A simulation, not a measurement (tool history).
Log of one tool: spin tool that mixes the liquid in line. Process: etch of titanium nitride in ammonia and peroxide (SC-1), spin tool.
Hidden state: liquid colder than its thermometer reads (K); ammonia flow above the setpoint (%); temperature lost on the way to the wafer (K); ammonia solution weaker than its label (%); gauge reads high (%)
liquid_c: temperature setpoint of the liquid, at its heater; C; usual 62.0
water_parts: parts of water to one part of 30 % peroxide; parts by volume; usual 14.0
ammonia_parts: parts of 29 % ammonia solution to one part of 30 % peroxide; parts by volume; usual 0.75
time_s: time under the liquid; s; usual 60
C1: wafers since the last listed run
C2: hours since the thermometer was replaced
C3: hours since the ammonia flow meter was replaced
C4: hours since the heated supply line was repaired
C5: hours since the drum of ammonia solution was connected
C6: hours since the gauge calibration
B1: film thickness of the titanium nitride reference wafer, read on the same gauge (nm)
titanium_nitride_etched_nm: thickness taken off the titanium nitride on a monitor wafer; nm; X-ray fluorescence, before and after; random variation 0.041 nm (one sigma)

{"run": 1, "hour": 0.0, "liquid_c": 62.0, "water_parts": 14.0, "ammonia_parts": 0.75, "time_s": 60, "C1": 0, "C2": 2513.9, "C3": 1023.8, "C4": 959.8, "C5": 853.5, "C6": 1922.7, "B1": 139.958, "titanium_nitride_etched_nm": 4.64}
{"run": 2, "hour": 105.5, "liquid_c": 62.0, "water_parts": 14.0, "ammonia_parts": 0.75, "time_s": 60, "C1": 783, "C2": 2619.4, "C3": 1129.3, "C4": 1065.3, "C5": 959.0, "C6": 2028.2, "B1": 139.983, "titanium_nitride_etched_nm": 4.531}
{"run": 3, "hour": 186.4, "liquid_c": 62.0, "water_parts": 14.0, "ammonia_parts": 0.75, "time_s": 60, "C1": 600, "C2": 2700.3, "C3": 1210.2, "C4": 1146.2, "C5": 1039.9, "C6": 2109.1, "B1": 140.041, "titanium_nitride_etched_nm": 4.545}
{"run": 4, "hour": 223.9, "liquid_c": 62.0, "water_parts": 14.0, "ammonia_parts": 0.75, "time_s": 60, "C1": 278, "C2": 2737.8, "C3": 1247.7, "C4": 1183.7, "C5": 1077.4, "C6": 2146.6, "B1": 140.001, "titanium_nitride_etched_nm": 4.515}
{"hour": 282.7, "done": "thermometer replaced"}
{"hour": 289.4, "done": "new drum of ammonia solution connected"}
{"run": 5, "hour": 318.1, "liquid_c": 62.0, "water_parts": 14.0, "ammonia_parts": 0.75, "time_s": 45, "C1": 684, "C2": 35.4, "C3": 1341.9, "C4": 1277.9, "C5": 28.7, "C6": 2240.8, "B1": 139.986, "titanium_nitride_etched_nm": 3.44}
{"hour": 387.6, "done": "heated supply line repaired"}
{"run": 6, "hour": 426.1, "liquid_c": 62.0, "water_parts": 14.0, "ammonia_parts": 0.75, "time_s": 80, "C1": 794, "C2": 143.4, "C3": 1449.9, "C4": 38.5, "C5": 136.7, "C6": 2348.8, "B1": 139.933, "titanium_nitride_etched_nm": 6.474}
{"hour": 434.4, "done": "ammonia flow meter replaced"}
{"run": 7, "hour": 512.8, "liquid_c": 65.5, "water_parts": 14.0, "ammonia_parts": 0.75, "time_s": 60, "C1": 636, "C2": 230.1, "C3": 78.4, "C4": 125.2, "C5": 223.4, "C6": 2435.5, "B1": 139.982, "titanium_nitride_etched_nm": 5.984}
{"run": 8, "hour": 596.9, "liquid_c": 62.0, "water_parts": 14.0, "ammonia_parts": 0.75, "time_s": 60, "C1": 624, "C2": 314.2, "C3": 162.5, "C4": 209.3, "C5": 307.5, "C6": 2519.6, "B1": 139.962, "titanium_nitride_etched_nm": 4.838}
{"run": 9, "hour": 680.2, "liquid_c": 62.0, "water_parts": 14.0, "ammonia_parts": 0.9, "time_s": 30, "C1": 618, "C2": 397.5, "C3": 245.8, "C4": 292.6, "C5": 390.8, "C6": 2602.9, "B1": 140.019, "titanium_nitride_etched_nm": 2.447}
{"run": 10, "hour": 725.6, "liquid_c": 62.0, "water_parts": 14.0, "ammonia_parts": 0.9, "time_s": 35, "C1": 337, "C2": 442.9, "C3": 291.2, "C4": 338.0, "C5": 436.2, "C6": 2648.3, "B1": 139.965, "titanium_nitride_etched_nm": 2.845}
{"run": 11, "hour": 840.9, "liquid_c": 69.5, "water_parts": 20.0, "ammonia_parts": 1.05, "time_s": 50, "C1": 856, "C2": 558.2, "C3": 406.5, "C4": 453.3, "C5": 551.5, "C6": 2763.6, "B1": 140.034, "titanium_nitride_etched_nm": 5.603}
{"run": 12, "hour": 899.6, "liquid_c": 62.0, "water_parts": 9.0, "ammonia_parts": 0.75, "time_s": 60, "C1": 436, "C2": 616.9, "C3": 465.2, "C4": 512.0, "C5": 610.2, "C6": 2822.3, "B1": 139.987, "titanium_nitride_etched_nm": 5.956}
{"run": 13, "hour": 946.5, "liquid_c": 62.0, "water_parts": 14.0, "ammonia_parts": 0.75, "time_s": 60, "C1": 348, "C2": 663.8, "C3": 512.1, "C4": 558.9, "C5": 657.1, "C6": 2869.2, "B1": 139.979, "titanium_nitride_etched_nm": 4.711}
{"run": 14, "hour": 1003.5, "liquid_c": 62.0, "water_parts": 14.0, "ammonia_parts": 0.75, "time_s": 60, "C1": 423, "C2": 720.8, "C3": 569.1, "C4": 615.9, "C5": 714.1, "C6": 2926.2, "B1": 140.006, "titanium_nitride_etched_nm": 4.735}
{"run": 15, "hour": 1093.4, "liquid_c": 52.0, "water_parts": 14.0, "ammonia_parts": 0.75, "time_s": 60, "C1": 667, "C2": 810.7, "C3": 659.0, "C4": 705.8, "C5": 804.0, "C6": 3016.1, "B1": 139.978, "titanium_nitride_etched_nm": 2.377}
{"hour": 1097.3, "done": "gauge calibrated"}
{"run": 16, "hour": 1156.1, "liquid_c": 70.0, "water_parts": 12.0, "ammonia_parts": 0.85, "time_s": 90, "C1": 465, "C2": 873.4, "C3": 721.7, "C4": 768.5, "C5": 866.7, "C6": 58.8, "B1": 139.976, "titanium_nitride_etched_nm": 12.924}
{"run": 17, "hour": 1216.9, "liquid_c": 68.0, "water_parts": 14.0, "ammonia_parts": 0.75, "time_s": 85, "C1": 451, "C2": 934.2, "C3": 782.5, "C4": 829.3, "C5": 927.5, "C6": 119.6, "B1": 139.999, "titanium_nitride_etched_nm": 9.601}
{"hour": 1275.0, "done": "new drum of ammonia solution connected"}
{"run": 18, "hour": 1322.0, "liquid_c": 55.0, "water_parts": 17.5, "ammonia_parts": 0.75, "time_s": 50, "C1": 773, "C2": 1039.3, "C3": 887.6, "C4": 934.4, "C5": 47.0, "C6": 224.7, "B1": 140.031, "titanium_nitride_etched_nm": 2.122}
{"run": 19, "hour": 1409.2, "liquid_c": 62.0, "water_parts": 11.5, "ammonia_parts": 0.75, "time_s": 80, "C1": 647, "C2": 1126.5, "C3": 974.8, "C4": 1021.6, "C5": 134.2, "C6": 311.9, "B1": 140.025, "titanium_nitride_etched_nm": 6.703}

The next listed run, before its measurement:
{"hour": 1467.3, "done": "heated supply line repaired"}
{"run": 20, "hour": 1493.1, "liquid_c": 62.0, "water_parts": 14.0, "ammonia_parts": 0.75, "time_s": 75, "C1": 615, "C2": 1210.4, "C3": 1058.7, "C4": 25.8, "C5": 218.1, "C6": 395.8, "B1": "?", "titanium_nitride_etched_nm": "?"}

Run 20 gave B1 139.952, titanium_nitride_etched_nm 6.056 nm.
Without the tool's hidden state the same run would have given titanium_nitride_etched_nm 6.124 nm.
